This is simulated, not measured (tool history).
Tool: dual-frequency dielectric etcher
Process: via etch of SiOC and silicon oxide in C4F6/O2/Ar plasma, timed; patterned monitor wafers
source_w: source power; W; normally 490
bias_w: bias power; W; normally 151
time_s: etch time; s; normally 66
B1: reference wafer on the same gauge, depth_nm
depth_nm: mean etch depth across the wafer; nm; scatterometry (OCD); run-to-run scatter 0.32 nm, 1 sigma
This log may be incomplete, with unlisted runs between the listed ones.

{"run": 1, "hour": 0.0, "source_w": 490, "bias_w": 151, "time_s": 80, "B1": 89.9, "depth_nm": 91.4}
{"run": 2, "hour": 19.1, "source_w": 490, "bias_w": 151, "time_s": 80, "B1": 89.9, "depth_nm": 91.7}
{"run": 3, "hour": 39.2, "source_w": 490, "bias_w": 126, "time_s": 66, "B1": 89.9, "depth_nm": 69.3}
{"run": 4, "hour": 68.4, "source_w": 490, "bias_w": 151, "time_s": 66, "B1": 89.6, "depth_nm": 75.3}
{"run": 5, "hour": 101.0, "source_w": 490, "bias_w": 173, "time_s": 66, "B1": 89.7, "depth_nm": 79.7}
{"run": 6, "hour": 131.5, "source_w": 490, "bias_w": 173, "time_s": 66, "B1": 89.3, "depth_nm": 79.5}
{"run": 7, "hour": 152.1, "source_w": 490, "bias_w": 174, "time_s": 66, "B1": 89.2, "depth_nm": 80.5}
{"run": 8, "hour": 186.4, "source_w": 490, "bias_w": 174, "time_s": 66, "B1": 89.1, "depth_nm": 79.1}
{"run": 9, "hour": 204.0, "source_w": 490, "bias_w": 174, "time_s": 66, "B1": 89, "depth_nm": 79.3}
{"run": 10, "hour": 220.8, "source_w": 490, "bias_w": 151, "time_s": 66, "B1": 88.9, "depth_nm": 74.1}
{"hour": 236.9, "done": "gauge calibrated"}
{"run": 11, "hour": 247.9, "source_w": 490, "bias_w": 151, "time_s": 66, "B1": 90.4, "depth_nm": 76.1}
{"run": 12, "hour": 261.6, "source_w": 490, "bias_w": 151, "time_s": 66, "B1": 90.5, "depth_nm": 76.6}
{"hour": 292.8, "done": "upper electrode replaced"}
{"run": 13, "hour": 293.3, "source_w": 490, "bias_w": 126, "time_s": 51.5, "B1": 90.4, "depth_nm": 54.7}
{"run": 14, "hour": 296.5, "source_w": 570, "bias_w": 121, "time_s": 47, "B1": 90.3, "depth_nm": 52.7}
{"run": 15, "hour": 355.2, "source_w": 490, "bias_w": 151, "time_s": 75.5, "B1": 90.3, "depth_nm": 86.2}
{"hour": 399.8, "done": "wet clean of the chamber"}
{"run": 16, "hour": 400.3, "source_w": 490, "bias_w": 151, "time_s": 66, "B1": 90.2, "depth_nm": 75.3}
{"hour": 410.4, "done": "source power generator calibrated"}
{"run": 17, "hour": 412.3, "source_w": 380, "bias_w": 125, "time_s": 80.5, "B1": 90.2, "depth_nm": 75.4}
{"hour": 426.6, "done": "bias power generator calibrated"}
{"run": 18, "hour": 427.1, "source_w": 490, "bias_w": 120, "time_s": 66, "B1": 90.1, "depth_nm": 67.9}
{"run": 19, "hour": 440.9, "source_w": 570, "bias_w": 119, "time_s": 66, "B1": 90.2, "depth_nm": 72.3}
{"run": 20, "hour": 465.8, "source_w": 490, "bias_w": 122, "time_s": 54.5, "B1": 90, "depth_nm": 56.4}
{"run": 21, "hour": 496.1, "source_w": 570, "bias_w": 119, "time_s": 66, "B1": 89.9, "depth_nm": 72.5}
{"run": 22, "hour": 520.9, "source_w": 490, "bias_w": 151, "time_s": 71.5, "B1": 89.8, "depth_nm": 81.8}
{"run": 23, "hour": 538.7, "source_w": 410, "bias_w": 172, "time_s": 46.5, "B1": 89.7, "depth_nm": 51.8}
{"run": 24, "hour": 555.4, "source_w": 490, "bias_w": 151, "time_s": 66, "B1": 89.6, "depth_nm": 75.5}

Alternative continuations, all from the tool just after run 24; predict every row:
{"run": "A", "hour": 555.8, "source_w": 490, "bias_w": 151, "time_s": 66, "B1": "?", "depth_nm": "?"}
{"run": "B", "hour": 555.8, "source_w": 490, "bias_w": 172, "time_s": 66, "B1": "?", "depth_nm": "?"}
{"run": "C", "hour": 555.8, "source_w": 490, "bias_w": 129, "time_s": 66, "B1": "?", "depth_nm": "?"}
{"run": "D", "hour": 555.8, "source_w": 490, "bias_w": 182, "time_s": 75, "B1": "?", "depth_nm": "?"}
{"run": "E", "hour": 555.8, "source_w": 400, "bias_w": 178, "time_s": 48, "B1": "?", "depth_nm": "?"}

run=A B1=89.8 depth_nm=75.1
run=B B1=89.8 depth_nm=79.5
run=C B1=89.8 depth_nm=70
run=D B1=89.8 depth_nm=92.6
run=E B1=89.8 depth_nm=53.8
Stripped of hidden state, with their random variation kept, the same runs would have yielded:
run=A depth_nm=75.5
run=B depth_nm=80
run=C depth_nm=70.4
run=D depth_nm=93.1
run=E depth_nm=54.1
